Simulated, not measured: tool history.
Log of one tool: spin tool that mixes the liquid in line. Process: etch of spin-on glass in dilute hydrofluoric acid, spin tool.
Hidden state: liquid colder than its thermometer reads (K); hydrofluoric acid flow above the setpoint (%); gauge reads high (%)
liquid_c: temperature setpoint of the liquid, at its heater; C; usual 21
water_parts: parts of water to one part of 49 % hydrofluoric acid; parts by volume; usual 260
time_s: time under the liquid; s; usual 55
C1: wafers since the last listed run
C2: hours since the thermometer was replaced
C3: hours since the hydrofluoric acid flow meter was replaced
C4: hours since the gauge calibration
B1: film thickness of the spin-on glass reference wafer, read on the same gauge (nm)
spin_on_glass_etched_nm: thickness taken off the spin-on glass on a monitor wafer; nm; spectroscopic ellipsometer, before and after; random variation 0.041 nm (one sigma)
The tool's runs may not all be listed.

{"run": 1, "day": 0.0, "liquid_c": 21, "water_parts": 260, "time_s": 55, "C1": 0, "C2": 663.6, "C3": 246.2, "C4": 547.3, "B1": 49.97, "spin_on_glass_etched_nm": 7.66}
{"run": 2, "day": 1.917, "liquid_c": 21, "water_parts": 260, "time_s": 55, "C1": 400, "C2": 709.6, "C3": 292.2, "C4": 593.3, "B1": 50.02, "spin_on_glass_etched_nm": 7.58}
{"run": 3, "day": 5.421, "liquid_c": 21, "water_parts": 260, "time_s": 55, "C1": 731, "C2": 793.7, "C3": 376.3, "C4": 677.4, "B1": 50.05, "spin_on_glass_etched_nm": 7.62}
{"run": 4, "day": 8.483, "liquid_c": 18.5, "water_parts": 260, "time_s": 55, "C1": 639, "C2": 867.2, "C3": 449.8, "C4": 750.9, "B1": 50, "spin_on_glass_etched_nm": 6.92}
{"day": 9.225, "done": "hydrofluoric acid flow meter replaced"}
{"run": 5, "day": 11.588, "liquid_c": 18.5, "water_parts": 260, "time_s": 55, "C1": 639, "C2": 941.7, "C3": 56.7, "C4": 825.4, "B1": 49.99, "spin_on_glass_etched_nm": 6.99}
{"run": 6, "day": 14.288, "liquid_c": 21, "water_parts": 260, "time_s": 55, "C1": 563, "C2": 1006.5, "C3": 121.5, "C4": 890.2, "B1": 50, "spin_on_glass_etched_nm": 7.69}
{"run": 7, "day": 16.483, "liquid_c": 21, "water_parts": 260, "time_s": 55, "C1": 458, "C2": 1059.2, "C3": 174.2, "C4": 942.9, "B1": 49.96, "spin_on_glass_etched_nm": 7.66}
{"run": 8, "day": 18.583, "liquid_c": 21, "water_parts": 260, "time_s": 75, "C1": 438, "C2": 1109.6, "C3": 224.6, "C4": 993.3, "B1": 50, "spin_on_glass_etched_nm": 10.35}
{"run": 9, "day": 20.088, "liquid_c": 18, "water_parts": 260, "time_s": 30, "C1": 314, "C2": 1145.7, "C3": 260.7, "C4": 1029.4, "B1": 50.02, "spin_on_glass_etched_nm": 3.7}
{"day": 21.042, "done": "gauge calibrated"}
{"run": 10, "day": 22.188, "liquid_c": 21, "water_parts": 260, "time_s": 55, "C1": 438, "C2": 1196.1, "C3": 311.1, "C4": 27.5, "B1": 50.03, "spin_on_glass_etched_nm": 7.61}
{"run": 11, "day": 24.412, "liquid_c": 21, "water_parts": 260, "time_s": 55, "C1": 464, "C2": 1249.5, "C3": 364.5, "C4": 80.9, "B1": 50, "spin_on_glass_etched_nm": 7.64}
{"day": 27.362, "done": "hydrofluoric acid flow meter replaced"}
{"run": 12, "day": 28.412, "liquid_c": 21, "water_parts": 150, "time_s": 35, "C1": 826, "C2": 1345.5, "C3": 25.2, "C4": 176.9, "B1": 49.99, "spin_on_glass_etched_nm": 9.33}
{"run": 13, "day": 32.021, "liquid_c": 18, "water_parts": 380, "time_s": 35, "C1": 753, "C2": 1432.1, "C3": 111.8, "C4": 263.5, "B1": 50.01, "spin_on_glass_etched_nm": 2.66}
{"day": 33.121, "done": "thermometer replaced"}
{"run": 14, "day": 33.579, "liquid_c": 21, "water_parts": 260, "time_s": 55, "C1": 316, "C2": 11, "C3": 149.2, "C4": 300.9, "B1": 50.04, "spin_on_glass_etched_nm": 7.67}
{"run": 15, "day": 37.596, "liquid_c": 24, "water_parts": 190, "time_s": 40, "C1": 838, "C2": 107.4, "C3": 245.6, "C4": 397.3, "B1": 50.06, "spin_on_glass_etched_nm": 9.11}
{"run": 16, "day": 41.283, "liquid_c": 23.5, "water_parts": 215, "time_s": 25, "C1": 769, "C2": 195.9, "C3": 334.1, "C4": 485.8, "B1": 50.01, "spin_on_glass_etched_nm": 4.81}
{"run": 17, "day": 44.496, "liquid_c": 17, "water_parts": 365, "time_s": 55, "C1": 670, "C2": 273, "C3": 411.2, "C4": 562.9, "B1": 50, "spin_on_glass_etched_nm": 4.29}

Forecast each of these 5 alternatives for the next run:
{"run": "A", "day": 44.512, "liquid_c": 21, "water_parts": 260, "time_s": 55, "C1": 3, "C2": 273.4, "C3": 411.6, "C4": 563.3, "B1": "?", "spin_on_glass_etched_nm": "?"}
{"run": "B", "day": 44.512, "liquid_c": 17.5, "water_parts": 260, "time_s": 85, "C1": 3, "C2": 273.4, "C3": 411.6, "C4": 563.3, "B1": "?", "spin_on_glass_etched_nm": "?"}
{"run": "C", "day": 44.512, "liquid_c": 21, "water_parts": 145, "time_s": 55, "C1": 3, "C2": 273.4, "C3": 411.6, "C4": 563.3, "B1": "?", "spin_on_glass_etched_nm": "?"}
{"run": "D", "day": 44.512, "liquid_c": 18.5, "water_parts": 380, "time_s": 30, "C1": 3, "C2": 273.4, "C3": 411.6, "C4": 563.3, "B1": "?", "spin_on_glass_etched_nm": "?"}
{"run": "E", "day": 44.512, "liquid_c": 17, "water_parts": 330, "time_s": 65, "C1": 3, "C2": 273.4, "C3": 411.6, "C4": 563.3, "B1": "?", "spin_on_glass_etched_nm": "?"}

run=A B1=49.96 spin_on_glass_etched_nm=7.58
run=B B1=49.96 spin_on_glass_etched_nm=10.27
run=C B1=49.96 spin_on_glass_etched_nm=15.26
run=D B1=49.96 spin_on_glass_etched_nm=2.33
run=E B1=49.96 spin_on_glass_etched_nm=5.73
Without the tool's hidden state the same runs would have given:
run=A spin_on_glass_etched_nm=7.58
run=B spin_on_glass_etched_nm=10.27
run=C spin_on_glass_etched_nm=15.26
run=D spin_on_glass_etched_nm=2.33
run=E spin_on_glass_etched_nm=5.73
